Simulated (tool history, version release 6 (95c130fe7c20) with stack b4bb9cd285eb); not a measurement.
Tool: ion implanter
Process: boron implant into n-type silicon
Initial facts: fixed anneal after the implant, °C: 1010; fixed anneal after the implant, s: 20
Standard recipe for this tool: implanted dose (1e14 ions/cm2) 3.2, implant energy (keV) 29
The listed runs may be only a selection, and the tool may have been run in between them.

run	hour	implanted dose (1e14 ions/cm2)	implant energy (keV)	read-back reference wafer on the same gauge, sheet resistance	sheet resistance of the implanted and annealed layer (ohm/square)
1	0	3.81	29	248.1	252.01
2	17.8	3.81	29	248.03	249.96
3	31.2	3.2	29	247.8	287.6
4	45.8	3.2	29	247.94	287.46
5	61.7	3.2	29	248.11	287.67
6	75.2	2.5	29	247.88	348.73
7	83.1	3.2	29	248.21	287.1
8	100.8	3.2	29	248.03	286.41
9	114.3	2.71	29	247.96	329.97
10	127	2.71	29	247.91	324.85
11	138.6	2.71	29	248.08	327.66
12	153.2	3.2	29	248.12	286.24
13	207.2	3.2	29	248.01	283.93
14	213.7	3.6	29	248.28	258.58
15	227	3.2	29	247.9	282.7
16	239.8	3.2	29	247.81	283.88
17	255.3	3.2	29	247.8	297.59
18	260.1	3.2	29	248.17	297.44
19	277.4	2.52	21	248.25	373.76
20	293.8	3.2	29	248.03	300.35
21	302.4	2.24	35.5	247.95	384.57
22	309.1	2.41	33.5	248.07	369.32
23	324.5	3.73	19.5	247.84	272.71
24	335.5	3.2	29	247.76	298.89
25	343.9	3.71	24	247.96	269.54
26	352.4	3.2	29	248.04	297.14
27	367.1	3.2	29	247.82	297.69
28	380.9	3.79	37	248.12	252.78
29	408.8	2.86	39	248.22	317.31
30	418.8	2.4	23	248.12	383.84
31	425.2	3.94	35.5	247.66	246.91
32	443.1	3.92	25	248.3	256.96
33	481.3	2.35	36.5	247.98	369.81
34	491.7	3.6	29	247.91	269.62
35	506.8	3.2	21.5	247.9	307.51
36	513.8	2.38	29	248.07	374.45
37	528.1	3.2	29	247.96	297.27

Taken out of this log: 3 entries between the listed runs. Where each belongs, and how the hidden state differs across it:
Between runs 16 and 17: Faraday cup replaced and dose calibrated (hour 254.8)
  deviation of the true dose from the Faraday cup's reading, %: 6.1 -> -0.49
  what was measured, less what the result would be without the hidden state, sheet resistance of the implanted and annealed layer (ohm/square): -13.71 -> +1.16
Between runs 21 and 22: gauge calibrated (hour 304.5)
  deviation of the true dose from the Faraday cup's reading, %: -0.481 -> -0.478
  what was measured, less what the result would be without the hidden state, sheet resistance of the implanted and annealed layer (ohm/square): +1.41 -> +1.36
Between runs 28 and 29: extraction supply calibrated (hour 394.2)
  deviation of the true dose from the Faraday cup's reading, %: -0.424 -> -0.392
  what was measured, less what the result would be without the hidden state, sheet resistance of the implanted and annealed layer (ohm/square): +0.87 -> +0.97
